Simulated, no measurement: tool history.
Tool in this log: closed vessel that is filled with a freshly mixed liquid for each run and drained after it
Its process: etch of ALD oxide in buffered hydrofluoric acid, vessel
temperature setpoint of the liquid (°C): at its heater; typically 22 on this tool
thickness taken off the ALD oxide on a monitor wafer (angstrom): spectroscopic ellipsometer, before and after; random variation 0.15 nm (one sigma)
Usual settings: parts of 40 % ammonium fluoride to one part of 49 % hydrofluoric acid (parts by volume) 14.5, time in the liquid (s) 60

run,hour,temperature setpoint of the liquid (°C),parts of 40 % ammonium fluoride to one part of 49 % hydrofluoric acid (parts by volume),time in the liquid (s),wafers since the last listed run,hours since the thermometer was replaced,hours since the hydrofluoric acid flow meter was replaced,hours since the gauge calibration,"read-back film thickness of the ALD oxide reference wafer, read on the same gauge (nm)",thickness taken off the ALD oxide on a monitor wafer (angstrom)
1,0,22,14.5,70,0,738.2,514.6,632.9,59.99,505.8
# hour 172.3: thermometer replaced
2,175.8,22,14.5,60,18305,3.5,690.4,808.7,59.92,434.6
3,209.3,22,14.5,60,3508,37,723.9,842.2,59.93,436.4
4,253.6,25.5,17.5,60,4639,81.3,768.2,886.5,59.87,433.3
5,296.2,25.5,17.5,60,4461,123.9,810.8,929.1,59.85,435.6
6,332,22,14.5,60,3749,159.7,846.6,964.9,59.79,432.7
7,363.9,22,14.5,60,3340,191.6,878.5,996.8,59.79,431.6
8,414.9,22,14.5,60,5340,242.6,929.5,1047.8,59.75,429.9
9,481.6,22,14.5,60,6985,309.3,996.2,1114.5,59.71,428.8
10,507,23.5,11,60,2660,334.7,1021.6,1139.9,59.71,613
11,560.7,25,14.5,35,5623,388.4,1075.3,1193.6,59.67,296.6
12,604.1,25,14.5,35,4545,431.8,1118.7,1237,59.61,297.1
13,647.4,22,18,60,4534,475.1,1162,1280.3,59.55,348.6
14,702.6,22,18,60,5780,530.3,1217.2,1335.5,59.53,348.6
15,728,22,14.5,60,2660,555.7,1242.6,1360.9,59.55,431.1
16,756.8,22,14.5,60,3016,584.5,1271.4,1389.7,59.53,429.5
17,827.7,20.5,13,75,7425,655.4,1342.3,1460.6,59.44,551.5
18,859.2,26,14.5,80,3298,686.9,1373.8,1492.1,59.42,717.3
19,915.5,25,18,35,5896,743.2,1430.1,1548.4,59.37,238.6
20,962.6,22,14.5,85,4932,790.3,1477.2,1595.5,59.27,607.5
21,1032.6,20,9.5,45,7330,860.3,1547.2,1665.5,59.24,425.8
# hour 1160.6: thermometer replaced
# hour 1173.9: gauge calibrated
22,1243.1,25,14.5,60,21939,82.5,1757.7,69.2,59.92,508.4
# hour 1253.7: hydrofluoric acid flow meter replaced
23,1305.8,22,14.5,60,6461,145.2,52.1,131.9,59.94,431.5
24,1332.1,22,14.5,60,2754,171.5,78.4,158.2,59.93,434.4
25,1399.2,22,14.5,60,7027,238.6,145.5,225.3,59.91,433.7
26,1559,22,14.5,30,16735,398.4,305.3,385.1,59.9,216.6
27,1626.7,22,20,40,7089,466.1,373,452.8,59.86,210.9
28,1675.5,24,14.5,60,5110,514.9,421.8,501.6,59.81,479.7
29,1713.6,22,12,60,3990,553,459.9,539.7,59.81,517.2
30,1779.9,22,9.5,40,6943,619.3,526.2,606,59.78,426.5
31,1850.2,25.5,14.5,45,7362,689.6,596.5,676.3,59.75,393.5
32,1875.2,22,20,60,2618,714.6,621.5,701.3,59.75,314.4
33,1940.6,25,12.5,45,6849,780,686.9,766.7,59.75,439.1

For each entry between runs, how does the tool's hidden state at the last listed run before it compare with that at the first listed run after it?
Logged between run 1 and run 2: thermometer replaced (hour 172.3)
  gauge reads high (%): -0.00169 -> -0.142
  measured value less the no-hidden-state value, thickness taken off the ALD oxide on a monitor wafer (angstrom): +0 -> -0.6
Logged between run 21 and run 22: thermometer replaced (hour 1160.6); gauge calibrated (hour 1173.9)
  gauge reads high (%): -1.31 -> -0.141
  measured value less the no-hidden-state value, thickness taken off the ALD oxide on a monitor wafer (angstrom): -5.7 -> -0.8
Logged between run 22 and run 23: hydrofluoric acid flow meter replaced (hour 1253.7)
  gauge reads high (%): -0.141 -> -0.148
  measured value less the no-hidden-state value, thickness taken off the ALD oxide on a monitor wafer (angstrom): -0.8 -> -0.6
